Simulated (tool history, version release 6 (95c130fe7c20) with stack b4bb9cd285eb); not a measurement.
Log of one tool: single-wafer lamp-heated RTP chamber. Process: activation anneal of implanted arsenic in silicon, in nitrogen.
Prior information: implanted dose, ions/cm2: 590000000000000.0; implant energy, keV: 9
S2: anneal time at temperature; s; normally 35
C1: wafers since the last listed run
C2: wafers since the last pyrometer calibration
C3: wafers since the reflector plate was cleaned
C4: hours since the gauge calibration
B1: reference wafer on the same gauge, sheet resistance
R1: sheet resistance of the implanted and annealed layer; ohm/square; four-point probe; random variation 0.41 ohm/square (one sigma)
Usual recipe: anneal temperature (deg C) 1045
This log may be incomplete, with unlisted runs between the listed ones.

{"run": 1, "hour": 0.0, "anneal temperature (deg C)": 1056, "S2": 35, "C1": 0, "C2": 1104, "C3": 1742, "C4": 343.1, "B1": 192.93, "R1": 169.87}
{"run": 2, "hour": 13.9, "anneal temperature (deg C)": 1045, "S2": 35, "C1": 225, "C2": 1330, "C3": 1967, "C4": 357.0, "B1": 192.94, "R1": 172.21}
{"run": 3, "hour": 102.6, "anneal temperature (deg C)": 1045, "S2": 35, "C1": 1439, "C2": 2769, "C3": 3406, "C4": 445.7, "B1": 192.98, "R1": 171.25}
{"run": 4, "hour": 123.7, "anneal temperature (deg C)": 1045, "S2": 35, "C1": 342, "C2": 3111, "C3": 3749, "C4": 466.8, "B1": 193.07, "R1": 170.76}
{"run": 5, "hour": 144.8, "anneal temperature (deg C)": 1022, "S2": 35, "C1": 342, "C2": 3454, "C3": 4091, "C4": 487.9, "B1": 193.06, "R1": 177.15}
{"hour": 165.0, "done": "pyrometer window cleaned and pyrometer calibrated"}
{"run": 6, "hour": 165.5, "anneal temperature (deg C)": 1022, "S2": 35, "C1": 206, "C2": 8, "C3": 4297, "C4": 508.6, "B1": 192.73, "R1": 179.9}
{"hour": 227.9, "done": "reflector plate cleaned"}
{"run": 7, "hour": 255.7, "anneal temperature (deg C)": 1064, "S2": 35, "C1": 1333, "C2": 1341, "C3": 451, "C4": 598.8, "B1": 193.13, "R1": 166.65}
{"run": 8, "hour": 291.0, "anneal temperature (deg C)": 1064, "S2": 35, "C1": 572, "C2": 1914, "C3": 1024, "C4": 634.1, "B1": 192.91, "R1": 166.47}
{"run": 9, "hour": 325.9, "anneal temperature (deg C)": 1037, "S2": 35, "C1": 566, "C2": 2480, "C3": 1590, "C4": 669.0, "B1": 192.94, "R1": 174.66}
{"run": 10, "hour": 345.6, "anneal temperature (deg C)": 1037, "S2": 35, "C1": 319, "C2": 2800, "C3": 1910, "C4": 688.7, "B1": 192.91, "R1": 173.95}
{"run": 11, "hour": 369.1, "anneal temperature (deg C)": 1037, "S2": 35, "C1": 381, "C2": 3181, "C3": 2291, "C4": 712.2, "B1": 193.06, "R1": 172.67}
{"run": 12, "hour": 392.2, "anneal temperature (deg C)": 1051, "S2": 35, "C1": 374, "C2": 3556, "C3": 2666, "C4": 735.3, "B1": 192.97, "R1": 168.15}
{"run": 13, "hour": 413.4, "anneal temperature (deg C)": 1053, "S2": 50, "C1": 343, "C2": 3900, "C3": 3010, "C4": 756.5, "B1": 192.84, "R1": 162.43}
{"run": 14, "hour": 432.1, "anneal temperature (deg C)": 1045, "S2": 35, "C1": 303, "C2": 4203, "C3": 3313, "C4": 775.2, "B1": 192.83, "R1": 169.62}
{"hour": 455.5, "done": "pyrometer window cleaned and pyrometer calibrated"}
{"run": 15, "hour": 459.9, "anneal temperature (deg C)": 1045, "S2": 35, "C1": 321, "C2": 71, "C3": 3634, "C4": 803.0, "B1": 192.81, "R1": 173.15}
{"run": 16, "hour": 495.7, "anneal temperature (deg C)": 1045, "S2": 52, "C1": 580, "C2": 652, "C3": 4215, "C4": 838.8, "B1": 193.08, "R1": 167.14}
{"run": 17, "hour": 518.1, "anneal temperature (deg C)": 1031, "S2": 35, "C1": 363, "C2": 1015, "C3": 4579, "C4": 861.2, "B1": 193.12, "R1": 177.9}
{"hour": 535.8, "done": "gauge calibrated"}
{"run": 18, "hour": 543.3, "anneal temperature (deg C)": 1045, "S2": 16, "C1": 408, "C2": 1424, "C3": 4987, "C4": 7.5, "B1": 192.96, "R1": 184.76}
{"run": 19, "hour": 579.1, "anneal temperature (deg C)": 1062, "S2": 16, "C1": 580, "C2": 2005, "C3": 5568, "C4": 43.3, "B1": 193.03, "R1": 178.35}
{"run": 20, "hour": 600.9, "anneal temperature (deg C)": 1033, "S2": 40, "C1": 353, "C2": 2359, "C3": 5922, "C4": 65.1, "B1": 192.9, "R1": 173.99}
{"hour": 609.7, "done": "reflector plate cleaned"}
{"run": 21, "hour": 631.3, "anneal temperature (deg C)": 1045, "S2": 22, "C1": 363, "C2": 2722, "C3": 350, "C4": 95.5, "B1": 193.15, "R1": 177.74}
{"run": 22, "hour": 658.9, "anneal temperature (deg C)": 1045, "S2": 45, "C1": 447, "C2": 3170, "C3": 798, "C4": 123.1, "B1": 192.99, "R1": 167.08}
{"hour": 704.9, "done": "pyrometer window cleaned and pyrometer calibrated"}
{"run": 23, "hour": 764.1, "anneal temperature (deg C)": 1061, "S2": 48, "C1": 1577, "C2": 959, "C3": 2375, "C4": 228.3, "B1": 192.96, "R1": 163.53}
{"run": 24, "hour": 793.6, "anneal temperature (deg C)": 1045, "S2": 35, "C1": 478, "C2": 1438, "C3": 2854, "C4": 257.8, "B1": 193.27, "R1": 172.89}
{"run": 25, "hour": 828.5, "anneal temperature (deg C)": 1017, "S2": 41, "C1": 566, "C2": 2004, "C3": 3420, "C4": 292.7, "B1": 193.14, "R1": 178.34}
{"run": 26, "hour": 861.0, "anneal temperature (deg C)": 1016, "S2": 27, "C1": 527, "C2": 2532, "C3": 3948, "C4": 325.2, "B1": 193.11, "R1": 184.78}
{"run": 27, "hour": 883.3, "anneal temperature (deg C)": 1017, "S2": 52, "C1": 361, "C2": 2893, "C3": 4309, "C4": 347.5, "B1": 193.14, "R1": 174.7}
{"run": 28, "hour": 898.1, "anneal temperature (deg C)": 1045, "S2": 45, "C1": 240, "C2": 3133, "C3": 4549, "C4": 362.3, "B1": 192.85, "R1": 167.42}
{"run": 29, "hour": 913.6, "anneal temperature (deg C)": 1015, "S2": 18, "C1": 251, "C2": 3385, "C3": 4801, "C4": 377.8, "B1": 192.97, "R1": 190.37}
{"hour": 939.4, "done": "reflector plate cleaned"}
{"run": 30, "hour": 939.9, "anneal temperature (deg C)": 1018, "S2": 43, "C1": 296, "C2": 3682, "C3": 8, "C4": 404.1, "B1": 192.88, "R1": 175.08}
{"hour": 953.5, "done": "pyrometer window cleaned and pyrometer calibrated"}
{"run": 31, "hour": 963.3, "anneal temperature (deg C)": 1045, "S2": 35, "C1": 249, "C2": 158, "C3": 258, "C4": 427.5, "B1": 192.81, "R1": 173.6}
{"run": 32, "hour": 978.9, "anneal temperature (deg C)": 1036, "S2": 29, "C1": 253, "C2": 411, "C3": 511, "C4": 443.1, "B1": 193.23, "R1": 178.13}
{"run": 33, "hour": 1001.1, "anneal temperature (deg C)": 1015, "S2": 22, "C1": 360, "C2": 771, "C3": 871, "C4": 465.3, "B1": 192.91, "R1": 189.97}
{"run": 34, "hour": 1034.9, "anneal temperature (deg C)": 1061, "S2": 46, "C1": 548, "C2": 1320, "C3": 1420, "C4": 499.1, "B1": 193.09, "R1": 164.31}
{"run": 35, "hour": 1061.3, "anneal temperature (deg C)": 1024, "S2": 19, "C1": 428, "C2": 1748, "C3": 1848, "C4": 525.5, "B1": 193.12, "R1": 187.78}
{"run": 36, "hour": 1077.6, "anneal temperature (deg C)": 1062, "S2": 35, "C1": 264, "C2": 2013, "C3": 2112, "C4": 541.8, "B1": 192.84, "R1": 166.58}

For each run, the measured value with the value that run would have given without the tool's hidden condition subtracted. The run-to-run variation is shared by both, the gauge scatter possibly not:
What the log doesn't record here: true wafer temperature minus pyrometer reading, K; wafer temperature error from the tarnished reflector plate, K; gauge reads high (%).
run=1 R1=-0.36
run=2 R1=-0.49
run=3 R1=-1.65
run=4 R1=-2.05
run=5 R1=-2.76
run=6 R1=-0.24
run=7 R1=-0.60
run=8 R1=-0.97
run=9 R1=-1.64
run=10 R1=-2.00
run=11 R1=-2.47
run=12 R1=-2.81
run=13 R1=-3.12
run=14 R1=-3.91
run=15 R1=-0.25
run=16 R1=-0.32
run=17 R1=-0.49
run=18 R1=-0.72
run=19 R1=-1.10
run=20 R1=-1.42
run=21 R1=-1.97
run=22 R1=-2.32
run=23 R1=-0.26
run=24 R1=-0.52
run=25 R1=-1.02
run=26 R1=-1.60
run=27 R1=-1.93
run=28 R1=-1.99
run=29 R1=-2.74
run=30 R1=-3.29
run=31 R1=-0.23
run=32 R1=-0.28
run=33 R1=-0.39
run=34 R1=-0.51
run=35 R1=-0.95
run=36 R1=-0.95
